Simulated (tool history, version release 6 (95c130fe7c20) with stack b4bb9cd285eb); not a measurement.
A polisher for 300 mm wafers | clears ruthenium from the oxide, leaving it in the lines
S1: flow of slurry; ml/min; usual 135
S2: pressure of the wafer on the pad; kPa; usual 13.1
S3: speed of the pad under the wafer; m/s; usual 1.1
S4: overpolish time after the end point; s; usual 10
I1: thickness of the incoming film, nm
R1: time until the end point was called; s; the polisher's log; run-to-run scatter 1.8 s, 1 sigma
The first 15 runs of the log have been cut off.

run,hour,S1,S2,S3,S4,I1,R1
16,1302.3,135,9.7,1.1,10,140.9,196.3
17,1374.7,175,13.1,1.1,6,141,139.6
18,1417,115,8.3,1.44,5,139.9,193.5
19,1486.3,135,16.5,1.44,7,139.6,98.1
# hour 1579.1: worn pad replaced by a new one
# hour 1600.7: slurry nozzle cleaned
20,1692.7,135,13.1,1.1,10,140.2,130.8
# hour 1765.9: head pressure recalibrated
21,1794.9,135,13.1,1.1,10,141.2,137.6
22,1849.7,135,10.3,1.1,12,138.2,172.2
23,1955.4,135,13.1,0.74,14,138.4,208.4
# hour 2046.5: worn pad replaced by a new one
24,2047,135,13.1,1.1,10,139.5,136.1
25,2125.9,150,13.1,1.1,15,140.2,141.5
# hour 2167: slurry nozzle cleaned
26,2354.6,160,17.2,1.34,10,140.7,86.4
27,2411.5,135,13.1,1.1,14,138.6,144.3
28,2449.4,135,17.2,0.92,10,140.3,133.5
# hour 2508.6: head pressure recalibrated
# hour 2511.2: worn pad replaced by a new one
29,2527.6,135,16.5,1.44,7,139.7,82.7
30,2587.2,110,13.1,1.1,15,137.8,143.7
31,2682.6,170,9.7,1.1,5,138,187.1
32,2726.1,135,13.1,1.1,10,141.3,148.7

Each row is a separate what-if for the run after 32, all from the same tool condition, not one after another. Results?
A,2726.6,135,13.1,1.1,10,141.6,?
B,2726.6,135,9.7,0.88,10,141.6,?
C,2726.6,135,11,1.1,8,141.6,?
D,2726.6,105,13.1,0.72,8,141.6,?
E,2726.6,135,13.1,1.1,15,141.6,?

run,R1
A,151.1
B,256.4
C,179.5
D,249.8
E,151.1
Without the tool's unlogged condition, the same runs would have read:
run,R1
A,133.6
B,226.6
C,158.6
D,215.8
E,133.6
